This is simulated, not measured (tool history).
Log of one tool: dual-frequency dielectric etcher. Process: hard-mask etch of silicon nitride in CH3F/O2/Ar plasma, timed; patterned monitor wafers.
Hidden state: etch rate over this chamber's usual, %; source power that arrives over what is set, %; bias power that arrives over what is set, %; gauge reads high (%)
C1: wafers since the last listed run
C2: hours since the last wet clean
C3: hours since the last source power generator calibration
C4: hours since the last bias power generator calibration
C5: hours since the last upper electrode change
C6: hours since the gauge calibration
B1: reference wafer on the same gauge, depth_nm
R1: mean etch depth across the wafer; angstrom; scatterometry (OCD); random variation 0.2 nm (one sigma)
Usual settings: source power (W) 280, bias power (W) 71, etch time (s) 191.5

run 1 day=0 | source_power_(W)=280 bias_power_(W)=71 etch_time_(s)=161 | C1=0 C2=273.8 C3=3119 C4=5019.3 C5=3510 C6=276 | B1=122 | R1=1084
run 2 day=0.975 | source_power_(W)=280 bias_power_(W)=62 etch_time_(s)=191.5 | C1=186 C2=297.2 C3=3142.4 C4=5042.7 C5=3533.4 C6=299.4 | B1=122 | R1=1257
run 3 day=1.738 | source_power_(W)=280 bias_power_(W)=62 etch_time_(s)=191.5 | C1=145 C2=315.5 C3=3160.7 C4=5061 C5=3551.7 C6=317.7 | B1=122 | R1=1254
run 4 day=2.704 | source_power_(W)=280 bias_power_(W)=71 etch_time_(s)=191.5 | C1=184 C2=338.7 C3=3183.9 C4=5084.2 C5=3574.9 C6=340.9 | B1=122 | R1=1290
run 5 day=3.475 | source_power_(W)=280 bias_power_(W)=71 etch_time_(s)=191.5 | C1=147 C2=357.2 C3=3202.4 C4=5102.7 C5=3593.4 C6=359.4 | B1=122 | R1=1291
run 6 day=4.479 | source_power_(W)=280 bias_power_(W)=71 etch_time_(s)=191.5 | C1=192 C2=381.3 C3=3226.5 C4=5126.8 C5=3617.5 C6=383.5 | B1=122 | R1=1286
-- day=5.179 source power generator calibrated
run 7 day=5.242 | source_power_(W)=300 bias_power_(W)=71 etch_time_(s)=156.5 | C1=113 C2=399.6 C3=1.5 C4=5145.1 C5=3635.8 C6=401.8 | B1=122 | R1=1085
-- day=5.925 bias power generator calibrated
-- day=6.483 gauge calibrated
run 8 day=6.554 | source_power_(W)=280 bias_power_(W)=71 etch_time_(s)=191.5 | C1=219 C2=431.1 C3=33 C4=15.1 C5=3667.3 C6=1.7 | B1=122 | R1=1284
-- day=7.658 wet clean of the chamber
-- day=7.721 upper electrode replaced
run 9 day=7.742 | source_power_(W)=280 bias_power_(W)=71 etch_time_(s)=191.5 | C1=23 C2=2 C3=61.5 C4=43.6 C5=0.5 C6=30.2 | B1=122 | R1=1308
run 10 day=8.579 | source_power_(W)=280 bias_power_(W)=71 etch_time_(s)=191.5 | C1=160 C2=22.1 C3=81.6 C4=63.7 C5=20.6 C6=50.3 | B1=122 | R1=1301
run 11 day=9.729 | source_power_(W)=250 bias_power_(W)=64 etch_time_(s)=191.5 | C1=219 C2=49.7 C3=109.2 C4=91.3 C5=48.2 C6=77.9 | B1=122 | R1=1207
run 12 day=10.912 | source_power_(W)=280 bias_power_(W)=87 etch_time_(s)=172.5 | C1=226 C2=78.1 C3=137.6 C4=119.7 C5=76.6 C6=106.3 | B1=122 | R1=1225
run 13 day=11.421 | source_power_(W)=280 bias_power_(W)=71 etch_time_(s)=191.5 | C1=97 C2=90.3 C3=149.8 C4=131.9 C5=88.8 C6=118.5 | B1=122 | R1=1301
run 14 day=12.729 | source_power_(W)=280 bias_power_(W)=83 etch_time_(s)=239 | C1=250 C2=121.7 C3=181.2 C4=163.3 C5=120.2 C6=149.9 | B1=122 | R1=1680
run 15 day=13.375 | source_power_(W)=300 bias_power_(W)=71 etch_time_(s)=243 | C1=123 C2=137.2 C3=196.7 C4=178.8 C5=135.7 C6=165.4 | B1=122 | R1=1700
run 16 day=14.646 | source_power_(W)=300 bias_power_(W)=71 etch_time_(s)=156.5 | C1=243 C2=167.7 C3=227.2 C4=209.3 C5=166.2 C6=195.9 | B1=122 | R1=1095
run 17 day=15.492 | source_power_(W)=330 bias_power_(W)=84 etch_time_(s)=144.5 | C1=161 C2=188 C3=247.5 C4=229.6 C5=186.5 C6=216.2 | B1=122 | R1=1095
run 18 day=16.362 | source_power_(W)=280 bias_power_(W)=80 etch_time_(s)=176.5 | C1=166 C2=208.9 C3=268.4 C4=250.5 C5=207.4 C6=237.1 | B1=122 | R1=1224
run 19 day=17.096 | source_power_(W)=330 bias_power_(W)=71 etch_time_(s)=149 | C1=140 C2=226.5 C3=286 C4=268.1 C5=225 C6=254.7 | B1=122 | R1=1087

Some steps in R1 between neighbouring runs. How much of each would the tool show without its hidden state too (settings, what came in, random variation), and how much is left for the hidden state, with any gauge scatter that isn't in both results?
Run 8 -> 9: wet clean of the chamber, upper electrode replaced. R1 +24 angstrom: hidden state +19, all else +5.
Run 15 -> 16: etch time (s) 243 -> 156.5. R1 -605 angstrom: hidden state +1, all else -606.

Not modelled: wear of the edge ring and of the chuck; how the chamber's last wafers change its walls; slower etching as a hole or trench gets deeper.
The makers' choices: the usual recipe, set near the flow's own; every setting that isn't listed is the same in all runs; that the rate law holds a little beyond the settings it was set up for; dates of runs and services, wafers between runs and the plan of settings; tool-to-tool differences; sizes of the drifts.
